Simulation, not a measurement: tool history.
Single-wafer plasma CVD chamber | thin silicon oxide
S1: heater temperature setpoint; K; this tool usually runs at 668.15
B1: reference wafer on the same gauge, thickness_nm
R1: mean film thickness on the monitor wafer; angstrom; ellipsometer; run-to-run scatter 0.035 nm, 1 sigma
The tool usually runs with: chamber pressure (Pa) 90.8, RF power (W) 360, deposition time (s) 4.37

{"run": 1, "hour": 0.0, "S1": 668.15, "chamber pressure (Pa)": 90.8, "RF power (W)": 360, "deposition time (s)": 4.02, "B1": 8.556, "R1": 72.31}
{"hour": 17.3, "done": "thermocouple changed; heater temperature recalibrated"}
{"run": 2, "hour": 80.9, "S1": 668.15, "chamber pressure (Pa)": 90.8, "RF power (W)": 360, "deposition time (s)": 4.02, "B1": 8.568, "R1": 72.73}
{"run": 3, "hour": 160.4, "S1": 668.15, "chamber pressure (Pa)": 90.8, "RF power (W)": 360, "deposition time (s)": 4.37, "B1": 8.57, "R1": 78.21}
{"run": 4, "hour": 261.2, "S1": 668.15, "chamber pressure (Pa)": 90.8, "RF power (W)": 360, "deposition time (s)": 4.37, "B1": 8.566, "R1": 78.34}
{"hour": 491.9, "done": "showerhead replaced, of another model than before"}
{"run": 5, "hour": 515.7, "S1": 668.15, "chamber pressure (Pa)": 90.8, "RF power (W)": 360, "deposition time (s)": 4.37, "B1": 8.574, "R1": 78.97}
{"run": 6, "hour": 572.4, "S1": 668.15, "chamber pressure (Pa)": 103.9, "RF power (W)": 360, "deposition time (s)": 4.85, "B1": 8.568, "R1": 95.92}
{"run": 7, "hour": 640.6, "S1": 662.15, "chamber pressure (Pa)": 73.5, "RF power (W)": 395, "deposition time (s)": 4.04, "B1": 8.576, "R1": 64.2}
{"run": 8, "hour": 686.1, "S1": 668.15, "chamber pressure (Pa)": 74.3, "RF power (W)": 360, "deposition time (s)": 3.5, "B1": 8.572, "R1": 54.23}
{"run": 9, "hour": 776.8, "S1": 668.15, "chamber pressure (Pa)": 90.8, "RF power (W)": 425, "deposition time (s)": 4.37, "B1": 8.563, "R1": 81.07}
{"run": 10, "hour": 821.9, "S1": 668.15, "chamber pressure (Pa)": 72.4, "RF power (W)": 290, "deposition time (s)": 3.52, "B1": 8.578, "R1": 51.03}
{"run": 11, "hour": 859.5, "S1": 659.15, "chamber pressure (Pa)": 90.8, "RF power (W)": 410, "deposition time (s)": 3.83, "B1": 8.579, "R1": 70.93}
{"run": 12, "hour": 964.6, "S1": 668.15, "chamber pressure (Pa)": 112.4, "RF power (W)": 360, "deposition time (s)": 4.37, "B1": 8.566, "R1": 89.05}
{"hour": 999.0, "done": "RF generator calibrated"}
{"run": 13, "hour": 1027.6, "S1": 680.15, "chamber pressure (Pa)": 98.7, "RF power (W)": 360, "deposition time (s)": 4.37, "B1": 8.575, "R1": 83.51}
{"hour": 1127.5, "done": "thermocouple changed; heater temperature recalibrated"}
{"run": 14, "hour": 1133.1, "S1": 658.15, "chamber pressure (Pa)": 90.8, "RF power (W)": 360, "deposition time (s)": 4.37, "B1": 8.573, "R1": 79.46}
{"run": 15, "hour": 1204.4, "S1": 654.15, "chamber pressure (Pa)": 90.8, "RF power (W)": 395, "deposition time (s)": 4.37, "B1": 8.575, "R1": 81.63}
{"run": 16, "hour": 1280.2, "S1": 675.15, "chamber pressure (Pa)": 70.4, "RF power (W)": 360, "deposition time (s)": 4.37, "B1": 8.564, "R1": 66.39}
{"hour": 1308.8, "done": "capacitance manometer re-zeroed and calibrated"}
{"run": 17, "hour": 1375.8, "S1": 668.15, "chamber pressure (Pa)": 101.9, "RF power (W)": 315, "deposition time (s)": 4.65, "B1": 8.587, "R1": 88.13}
{"run": 18, "hour": 1459.1, "S1": 678.15, "chamber pressure (Pa)": 78.4, "RF power (W)": 295, "deposition time (s)": 4.64, "B1": 8.565, "R1": 72.28}
{"run": 19, "hour": 1520.1, "S1": 668.15, "chamber pressure (Pa)": 90.8, "RF power (W)": 360, "deposition time (s)": 4.37, "B1": 8.57, "R1": 79.03}
{"run": 20, "hour": 1589.3, "S1": 658.15, "chamber pressure (Pa)": 90.8, "RF power (W)": 360, "deposition time (s)": 4.8, "B1": 8.58, "R1": 87.14}
{"run": 21, "hour": 1676.0, "S1": 681.15, "chamber pressure (Pa)": 73.6, "RF power (W)": 290, "deposition time (s)": 3.85, "B1": 8.562, "R1": 56.92}
{"run": 22, "hour": 1723.9, "S1": 668.15, "chamber pressure (Pa)": 90.8, "RF power (W)": 360, "deposition time (s)": 4.37, "B1": 8.578, "R1": 79.26}
{"run": 23, "hour": 1797.9, "S1": 681.15, "chamber pressure (Pa)": 90.8, "RF power (W)": 395, "deposition time (s)": 4.37, "B1": 8.571, "R1": 80.41}
{"run": 24, "hour": 1889.3, "S1": 668.15, "chamber pressure (Pa)": 90.8, "RF power (W)": 340, "deposition time (s)": 4.37, "B1": 8.566, "R1": 77.68}
{"run": 25, "hour": 1932.0, "S1": 668.15, "chamber pressure (Pa)": 90.8, "RF power (W)": 360, "deposition time (s)": 4.37, "B1": 8.587, "R1": 79.09}
{"run": 26, "hour": 1973.2, "S1": 664.15, "chamber pressure (Pa)": 90.8, "RF power (W)": 360, "deposition time (s)": 4.63, "B1": 8.567, "R1": 83.83}
{"run": 27, "hour": 2044.7, "S1": 656.15, "chamber pressure (Pa)": 90.8, "RF power (W)": 360, "deposition time (s)": 4.37, "B1": 8.579, "R1": 79.08}
{"run": 28, "hour": 2092.5, "S1": 668.15, "chamber pressure (Pa)": 90.8, "RF power (W)": 340, "deposition time (s)": 4.37, "B1": 8.575, "R1": 77.82}
{"run": 29, "hour": 2178.4, "S1": 656.15, "chamber pressure (Pa)": 77.2, "RF power (W)": 360, "deposition time (s)": 4.37, "B1": 8.569, "R1": 70.46}

Selected run-to-run steps in R1, each split into two signed amounts: the part the tool would show with no hidden state at all (from settings, incoming material and random variation), and the remainder, which goes to the hidden state together with any gauge scatter not common to the measured and the hidden-state-free results:
Hidden state present: wafer temperature above the value expected at the setpoint (K); delivered RF power above the setpoint (%); true pressure above the setpoint (%); gauge reads high (%).
Run 6 -> 7: S1 668.15 -> 662.15, chamber pressure (Pa) 103.9 -> 73.5, RF power (W) 360 -> 395, deposition time (s) 4.85 -> 4.04. R1 -31.72 angstrom: hidden state +0.38, all else -32.1.
Run 11 -> 12: S1 659.15 -> 668.15, chamber pressure (Pa) 90.8 -> 112.4, RF power (W) 410 -> 360, deposition time (s) 3.83 -> 4.37. R1 +18.12 angstrom: hidden state -0.61, all else +18.73.
Run 12 -> 13: S1 668.15 -> 680.15, chamber pressure (Pa) 112.4 -> 98.7, RF generator calibrated. R1 -5.54 angstrom: hidden state +1.63, all else -7.17.
Run 20 -> 21: S1 658.15 -> 681.15, chamber pressure (Pa) 90.8 -> 73.6, RF power (W) 360 -> 290, deposition time (s) 4.8 -> 3.85. R1 -30.22 angstrom: hidden state +0.06, all else -30.28.
